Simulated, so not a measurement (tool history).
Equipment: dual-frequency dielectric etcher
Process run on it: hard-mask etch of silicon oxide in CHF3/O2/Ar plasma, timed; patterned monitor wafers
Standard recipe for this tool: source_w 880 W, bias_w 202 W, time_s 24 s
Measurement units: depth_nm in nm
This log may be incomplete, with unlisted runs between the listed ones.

run   hour  source_w  bias_w  time_s  wafers since the last listed run  hours since the last wet clean  hours since the last source power generator calibration  hours since the last bias power generator calibration  hours since the last upper electrode change  hours since the gauge calibration  read-back reference wafer on the same gauge, depth_nm  depth_nm
  1      0       880     202      24                                 0                           357.7                                                   3325.3                                                    9.5                                       3242.9                                229                                                   51.3      60.7
  2     13       880     202      24                               175                           370.7                                                   3338.3                                                   22.5                                       3255.9                                242                                                   51.3      60.8
  3   26.1       990     202      24                               176                           383.8                                                   3351.4                                                   35.6                                         3269                              255.1                                                   51.3      62.3
  4   41.2       990     202      24                               203                           398.9                                                   3366.5                                                   50.7                                       3284.1                              270.2                                                   51.3        62
  5   54.1       880     202      24                               173                           411.8                                                   3379.4                                                   63.6                                         3297                              283.1                                                   51.3      61.5
  6   69.5       820     247    26.5                               207                           427.2                                                   3394.8                                                     79                                       3312.4                              298.5                                                   51.3      71.2
      98.8  -- wet clean of the chamber
  7   99.3       880     177      18                                78                             0.5                                                   3424.6                                                  108.8                                       3342.2                              328.3                                                   51.3      42.3
  8   99.6      1050     218    21.5                                 4                             0.8                                                   3424.9                                                  109.1                                       3342.5                              328.6                                                   51.1      57.2
  9  100.4       880     202      24                                10                             1.6                                                   3425.7                                                  109.9                                       3343.3                              329.4                                                   51.3      59.4
     104.5  -- gauge calibrated
 10  112.1       880     173    28.5                               157                            13.3                                                   3437.4                                                  121.6                                         3355                                7.6                                                   51.3      65.7
 11  118.5       880     226    26.5                                86                            19.7                                                   3443.8                                                    128                                       3361.4                                 14                                                   51.3      68.6
     130.9  -- source power generator calibrated
 12  135.5       880     202      24                               175                            36.7                                                      4.6                                                    145                                       3378.4                                 31                                                   51.3      59.3
 13    153       880     226    26.5                               235                            54.2                                                     22.1                                                  162.5                                       3395.9                               48.5                                                   51.3      68.9
 14  159.9       880     202      22                                92                            61.1                                                       29                                                  169.4                                       3402.8                               55.4                                                   51.3        55
 15  169.8       880     202      24                               133                              71                                                     38.9                                                  179.3                                       3412.7                               65.3                                                   51.3      59.8
     194.9  -- upper electrode replaced, of another model than before
 16  195.4       880     202    18.5                                21                            96.6                                                     64.5                                                  204.9                                          0.5                               90.9                                                   51.2        46
 17  197.2       880     186      24                                24                            98.4                                                     66.3                                                  206.7                                          2.3                               92.7                                                   51.2      56.6
 18  210.4       880     216    20.5                               177                           111.6                                                     79.5                                                  219.9                                         15.5                              105.9                                                   51.3      52.7
 19    224       740     156      28                               183                           125.2                                                     93.1                                                  233.5                                         29.1                              119.5                                                   51.3      56.5
 20  238.6       790     202    21.5                               196                           139.8                                                    107.7                                                  248.1                                         43.7                              134.1                                                   51.3        52
 21  245.3      1040     247    29.5                                90                           146.5                                                    114.4                                                  254.8                                         50.4                              140.8                                                   51.3      86.6
 22  251.6       740     220      29                                84                           152.8                                                    120.7                                                  261.1                                         56.7                              147.1                                                   51.3      72.8
 23    265       880     202      24                               180                           166.2                                                    134.1                                                  274.5                                         70.1                              160.5                                                   51.4      59.6
 24  277.9      1040     227    17.5                               173                           179.1                                                      147                                                  287.4                                           83                              173.4                                                   51.3        49
 25  291.5       950     202    30.5                               183                           192.7                                                    160.6                                                    301                                         96.6                                187                                                   51.3      77.8
 26    312      1000     202      28                               276                           213.2                                                    181.1                                                  321.5                                        117.1                              207.5                                                   51.4      73.2
 27  327.9       880     202      24                               214                           229.1                                                      197                                                  337.4                                          133                              223.4                                                   51.3      59.6
 28  341.5       980     202      24                               183                           242.7                                                    210.6                                                    351                                        146.6                                237                                                   51.3      62.1
 29    392       990     202      26                               680                           293.2                                                    261.1                                                  401.5                                        197.1                              287.5                                                   51.3      67.6

Predict each of these 5 candidate next runs independently; none follows another, all start after run 29:
  A  392.4       880     236      24                                 5                           293.6                                                    261.5                                                  401.9                                        197.5                              287.9                                                      ?         ?
  B  392.4      1040     160      26                                 5                           293.6                                                    261.5                                                  401.9                                        197.5                              287.9                                                      ?         ?
  C  392.4       760     202      22                                 5                           293.6                                                    261.5                                                  401.9                                        197.5                              287.9                                                      ?         ?
  D  392.4       940     202      24                                 5                           293.6                                                    261.5                                                  401.9                                        197.5                              287.9                                                      ?         ?
  E  392.4       950     166      24                                 5                           293.6                                                    261.5                                                  401.9                                        197.5                              287.9                                                      ?         ?

run  read-back reference wafer on the same gauge, depth_nm  depth_nm
  A                                                   51.4      66.2
  B                                                   51.4        59
  C                                                   51.4      53.4
  D                                                   51.4      61.4
  E                                                   51.4      54.4
Had the tool no hidden state, the same runs would have come out as:
run  depth_nm
  A      64.4
  B      57.4
  C      51.9
  D      59.8
  E        53
